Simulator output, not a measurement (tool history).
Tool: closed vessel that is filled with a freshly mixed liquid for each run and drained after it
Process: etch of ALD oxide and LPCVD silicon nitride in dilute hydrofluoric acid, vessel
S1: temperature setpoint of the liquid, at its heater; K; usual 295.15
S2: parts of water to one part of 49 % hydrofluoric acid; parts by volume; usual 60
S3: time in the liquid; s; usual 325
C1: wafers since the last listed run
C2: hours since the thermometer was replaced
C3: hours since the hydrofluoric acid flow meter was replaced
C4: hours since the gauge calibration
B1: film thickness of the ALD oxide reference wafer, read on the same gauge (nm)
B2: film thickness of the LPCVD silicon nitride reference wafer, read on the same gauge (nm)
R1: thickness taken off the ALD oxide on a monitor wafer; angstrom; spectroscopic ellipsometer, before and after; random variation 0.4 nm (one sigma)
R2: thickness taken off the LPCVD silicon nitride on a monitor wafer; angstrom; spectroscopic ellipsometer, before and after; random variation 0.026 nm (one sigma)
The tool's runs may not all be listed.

run	day	S1	S2	S3	C1	C2	C3	C4	B1	B2	R1	R2
1	0.000	298.15	60	325	0	1177.0	1828.4	509.7	109.99	30.012	542.1	25.64
2	0.729	295.15	60	325	1737	1194.5	1845.9	527.2	110.00	30.003	478.2	20.80
3	2.129	295.15	60	325	3336	1228.1	1879.5	560.8	110.02	29.991	479.7	21.26
4	5.392	295.15	60	325	7775	1306.4	1957.8	639.1	110.00	29.975	470.4	20.75
5	5.992	295.15	60	325	1429	1320.8	1972.2	653.5	110.00	29.989	473.2	20.80
6	10.392	298.65	60	325	10486	1426.4	2077.8	759.1	110.00	30.046	536.0	25.77
7	11.767	298.65	60	325	3276	1459.4	2110.8	792.1	110.01	29.985	535.8	26.73
8	12.992	298.65	60	325	2919	1488.8	2140.2	821.5	110.01	30.003	535.8	26.23
9	14.796	295.15	60	280	4299	1532.1	2183.5	864.8	110.00	30.007	394.7	18.02
10	16.212	295.15	60	325	3376	1566.1	2217.5	898.8	109.98	29.997	463.5	20.65
11	17.683	292.15	45	150	3505	1601.4	2252.8	934.1	110.00	29.963	260.0	10.40
12	18.592	295.15	60	325	2164	1623.2	2274.6	955.9	110.00	30.009	464.2	20.75
13	19.446	295.15	60	460	2035	1643.7	2295.1	976.4	110.01	29.977	661.7	28.88
14	20.308	295.15	45	325	2055	1664.4	2315.8	997.1	110.01	30.026	629.4	27.27
15	21.488	295.15	60	190	2810	1692.7	2344.1	1025.4	110.01	30.005	269.6	12.08
16	22.488	298.65	40	325	2383	1716.7	2368.1	1049.4	110.00	30.009	815.7	38.82
17	25.779	295.15	40	490	7844	1795.7	2447.1	1128.4	109.98	30.025	1057.4	46.52
# day 26.100: thermometer replaced
# day 27.392: hydrofluoric acid flow meter replaced
18	27.800	292.15	50	385	4617	40.8	9.8	1176.9	110.01	29.980	674.1	26.96
# day 28.275: gauge calibrated
19	28.900	295.15	60	250	2621	67.2	36.2	15.0	110.00	29.994	405.0	17.68
20	29.683	295.15	60	325	1866	86.0	55.0	33.8	110.01	29.977	530.3	23.23
21	31.042	295.15	60	325	3237	118.6	87.6	66.4	109.99	29.986	526.3	23.42
22	32.179	295.15	60	325	2710	145.9	114.9	93.7	109.99	30.012	524.8	22.95
23	34.225	297.65	75	170	4875	195.0	164.0	142.8	110.00	30.044	240.6	11.60
24	35.633	298.65	80	325	3356	228.8	197.8	176.6	110.00	30.005	447.0	21.92
25	36.650	296.65	60	400	2422	253.2	222.2	201.0	109.98	29.976	688.0	31.00
26	40.671	295.15	50	180	9582	349.7	318.7	297.5	110.00	30.010	348.3	15.24

Some steps in R1 between neighbouring runs. How much of each would the tool show without its hidden state too (settings, what came in, random variation), and how much is left for the hidden state, with any gauge scatter that isn't in both results?
The hidden state here: liquid hotter than its thermometer reads (K); hydrofluoric acid flow below the setpoint (%); gauge reads high (%).
Run 15 -> 16: S1 295.15 -> 298.65, S2 60 -> 40, S3 190 -> 325. R1 +546.1 angstrom: hidden state -83.3, all else +629.4.
Run 17 -> 18: S1 295.15 -> 292.15, S2 40 -> 50, S3 490 -> 385, thermometer replaced, hydrofluoric acid flow meter replaced. R1 -383.3 angstrom: hidden state +166.7, all else -550.0.
